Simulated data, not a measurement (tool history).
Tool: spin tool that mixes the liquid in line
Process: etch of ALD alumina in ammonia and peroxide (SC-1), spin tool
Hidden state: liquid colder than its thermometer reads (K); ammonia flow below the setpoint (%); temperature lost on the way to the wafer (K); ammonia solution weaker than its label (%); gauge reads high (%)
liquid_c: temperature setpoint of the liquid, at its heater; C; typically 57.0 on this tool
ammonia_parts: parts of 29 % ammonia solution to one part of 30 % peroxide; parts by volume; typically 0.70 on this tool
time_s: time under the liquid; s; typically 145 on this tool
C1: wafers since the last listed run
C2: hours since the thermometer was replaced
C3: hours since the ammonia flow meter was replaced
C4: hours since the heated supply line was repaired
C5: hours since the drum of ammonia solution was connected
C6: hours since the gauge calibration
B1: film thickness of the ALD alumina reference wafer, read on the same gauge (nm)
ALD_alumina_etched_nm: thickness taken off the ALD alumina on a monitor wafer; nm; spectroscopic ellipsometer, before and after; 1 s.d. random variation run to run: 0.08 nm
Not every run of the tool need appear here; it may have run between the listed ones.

Run 1, day 0.000: usual settings; C1 0; C2 913.0; C3 790.6; C4 2202.1; C5 496.6; C6 92.5; B1 140.01. Result: ALD_alumina_etched_nm 10.45 nm.
Run 2, day 1.388: usual settings; C1 360; C2 946.3; C3 823.9; C4 2235.4; C5 529.9; C6 125.8; B1 140.02. Result: ALD_alumina_etched_nm 10.43 nm.
Run 3, day 2.317: usual settings; C1 241; C2 968.6; C3 846.2; C4 2257.7; C5 552.2; C6 148.1; B1 140.04. Result: ALD_alumina_etched_nm 10.47 nm.
Run 4, day 3.008: usual settings; C1 179; C2 985.2; C3 862.8; C4 2274.3; C5 568.8; C6 164.7; B1 139.99. Result: ALD_alumina_etched_nm 10.42 nm.
Run 5, day 4.400: usual settings; C1 361; C2 1018.6; C3 896.2; C4 2307.7; C5 602.2; C6 198.1; B1 140.00. Result: ALD_alumina_etched_nm 10.56 nm.
Run 6, day 4.988: usual settings; C1 152; C2 1032.7; C3 910.3; C4 2321.8; C5 616.3; C6 212.2; B1 140.00. Result: ALD_alumina_etched_nm 10.54 nm.
Run 7, day 5.775: usual settings but ammonia_parts 0.90 parts by volume; C1 204; C2 1051.6; C3 929.2; C4 2340.7; C5 635.2; C6 231.1; B1 139.98. Result: ALD_alumina_etched_nm 10.68 nm.
Run 8, day 6.304: usual settings but ammonia_parts 0.90 parts by volume; C1 137; C2 1064.3; C3 941.9; C4 2353.4; C5 647.9; C6 243.8; B1 140.00. Result: ALD_alumina_etched_nm 10.59 nm.
Run 9, day 7.067: usual settings but ammonia_parts 0.90 parts by volume; C1 198; C2 1082.6; C3 960.2; C4 2371.7; C5 666.2; C6 262.1; B1 140.01. Result: ALD_alumina_etched_nm 10.84 nm.
At day 7.250: heated supply line repaired.
Run 10, day 7.983: usual settings; C1 227; C2 1104.6; C3 982.2; C4 17.6; C5 688.2; C6 284.1; B1 140.02. Result: ALD_alumina_etched_nm 10.43 nm.
Run 11, day 8.933: usual settings but liquid_c 53.0 C, time_s 175 s; C1 246; C2 1127.4; C3 1005.0; C4 40.4; C5 711.0; C6 306.9; B1 140.00. Result: ALD_alumina_etched_nm 10.18 nm.
Run 12, day 9.850: usual settings but time_s 215 s; C1 238; C2 1149.4; C3 1027.0; C4 62.4; C5 733.0; C6 328.9; B1 139.99. Result: ALD_alumina_etched_nm 15.57 nm.
Run 13, day 10.621: usual settings but liquid_c 50.5 C, time_s 175 s; C1 200; C2 1167.9; C3 1045.5; C4 80.9; C5 751.5; C6 347.4; B1 140.02. Result: ALD_alumina_etched_nm 8.89 nm.
At day 10.842: gauge calibrated.
At day 11.646: ammonia flow meter replaced.
Run 14, day 11.667: usual settings but liquid_c 54.5 C, time_s 115 s; C1 260; C2 1193.0; C3 0.5; C4 106.0; C5 776.6; C6 19.8; B1 139.99. Result: ALD_alumina_etched_nm 7.25 nm.
At day 12.550: new drum of ammonia solution connected.
Run 15, day 12.842: usual settings; C1 294; C2 1221.2; C3 28.7; C4 134.2; C5 7.0; C6 48.0; B1 140.03. Result: ALD_alumina_etched_nm 10.44 nm.
At day 13.512: thermometer replaced.
Run 16, day 15.608: usual settings but ammonia_parts 0.55 parts by volume; C1 707; C2 50.3; C3 95.1; C4 200.6; C5 73.4; C6 114.4; B1 140.00. Result: ALD_alumina_etched_nm 10.33 nm.
Run 17, day 16.271: usual settings but liquid_c 61.5 C, ammonia_parts 0.50 parts by volume, time_s 115 s; C1 172; C2 66.2; C3 111.0; C4 216.5; C5 89.3; C6 130.3; B1 140.01. Result: ALD_alumina_etched_nm 10.29 nm.
Run 18, day 16.946: usual settings but liquid_c 47.5 C, ammonia_parts 0.55 parts by volume, time_s 90 s; C1 175; C2 82.4; C3 127.2; C4 232.7; C5 105.5; C6 146.5; B1 140.01. Result: ALD_alumina_etched_nm 3.79 nm.
Run 19, day 17.871: usual settings but liquid_c 50.5 C, ammonia_parts 1.00 parts by volume, time_s 65 s; C1 240; C2 104.6; C3 149.4; C4 254.9; C5 127.7; C6 168.7; B1 139.98. Result: ALD_alumina_etched_nm 3.47 nm.
Run 20, day 18.783: usual settings; C1 236; C2 126.5; C3 171.3; C4 276.8; C5 149.6; C6 190.6; B1 139.98. Result: ALD_alumina_etched_nm 10.47 nm.
Run 21, day 19.871: usual settings; C1 282; C2 152.6; C3 197.4; C4 302.9; C5 175.7; C6 216.7; B1 139.99. Result: ALD_alumina_etched_nm 10.39 nm.

Consider 3 possible next runs. They are alternatives, not a sequence: every one starts from the tool as it was left by run 21. What does each give?
Run A, day 19.892: usual settings; C1 5; C2 153.1; C3 197.9; C4 303.4; C5 176.2; C6 217.2; B1 ?. Result: ALD_alumina_etched_nm ?.
Run B, day 19.892: usual settings but liquid_c 53.5 C, time_s 205 s; C1 5; C2 153.1; C3 197.9; C4 303.4; C5 176.2; C6 217.2; B1 ?. Result: ALD_alumina_etched_nm ?.
Run C, day 19.892: usual settings but liquid_c 64.5 C, ammonia_parts 0.80 parts by volume, time_s 190 s; C1 5; C2 153.1; C3 197.9; C4 303.4; C5 176.2; C6 217.2; B1 ?. Result: ALD_alumina_etched_nm ?.

run      B1  ALD_alumina_etched_nm
  A  140.02                  10.32
  B  140.02                  12.12
  C  140.02                  20.08
Had the tool no hidden state, the same runs would have come out as:
run  ALD_alumina_etched_nm
  A                  10.32
  B                  12.12
  C                  20.08
